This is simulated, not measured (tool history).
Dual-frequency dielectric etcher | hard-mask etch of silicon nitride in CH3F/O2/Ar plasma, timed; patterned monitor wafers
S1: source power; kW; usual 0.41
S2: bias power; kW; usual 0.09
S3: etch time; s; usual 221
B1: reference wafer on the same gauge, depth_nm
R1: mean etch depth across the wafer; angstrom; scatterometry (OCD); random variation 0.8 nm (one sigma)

run     day    S1     S2     S3     B1    R1
  1       0  0.34   0.09    221    150  1535
  2   0.662  0.41   0.09    221  149.7  1644
  3   1.246  0.41   0.09    221  149.8  1639
  4   1.533  0.41   0.09    221  149.9  1619
  5   2.096  0.41  0.106    221  150.1  1731
  6   2.567  0.41  0.106    221  150.4  1750
  7   2.821  0.41   0.09    221  149.9  1620
          3  -- gauge calibrated
  8   3.279  0.41   0.09    221  150.2  1620
  9   3.833  0.41   0.09    221  149.9  1647
      4.554  -- source power generator calibrated
 10   4.575  0.34  0.105    221  149.8  1653
      5.246  -- bias power generator calibrated
       5.65  -- wet clean of the chamber
 11   5.671  0.41   0.09    270  150.1  1994
 12   5.688  0.35  0.104    246    150  1828
 13   5.821  0.41   0.09    277  150.2  2048
 14   6.092  0.36  0.112    175  150.2  1362
 15   6.783   0.5  0.079    221  150.1  1656
 16   7.479  0.44   0.07  273.5    150  1869
 17   8.104  0.41   0.09  255.5  150.4  1876
      9.425  -- upper electrode replaced
 18   9.446  0.49  0.077    221  149.9  1629
 19   9.462  0.41   0.08    286  150.2  2011
 20   9.858  0.44   0.11  190.5  149.8  1565
 21  10.588  0.45  0.074  265.5  150.2  1858
 22  11.138  0.37  0.102    282  150.2  2139
 23  11.646  0.34  0.083  287.5  150.1  1954
 24  12.304  0.41   0.09    221  150.1  1631
 25  12.954  0.41   0.09    221  150.1  1635
 26  13.392  0.35  0.104    246  150.1  1847
     13.975  -- gauge calibrated
 27      14  0.35   0.09    221  149.9  1553
 28  14.588  0.41  0.072  242.5  149.8  1634
 29  15.038  0.45   0.09    221    150  1688

5 ways to go on from here, each from the tool as it stands after run 29. What would each give?
  A  15.058  0.41   0.09  221   ?   ?
  B  15.058  0.41   0.09  184   ?   ?
  C  15.058  0.31   0.09  221   ?   ?
  D  15.058  0.41  0.074  221   ?   ?
  E  15.058  0.35  0.079  261   ?   ?

run     B1    R1
  A  150.1  1620
  B  150.1  1349
  C  150.1  1492
  D  150.1  1496
  E  150.1  1730
Without the tool's hidden state the same runs would have given:
run    R1
  A  1620
  B  1349
  C  1492
  D  1496
  E  1730
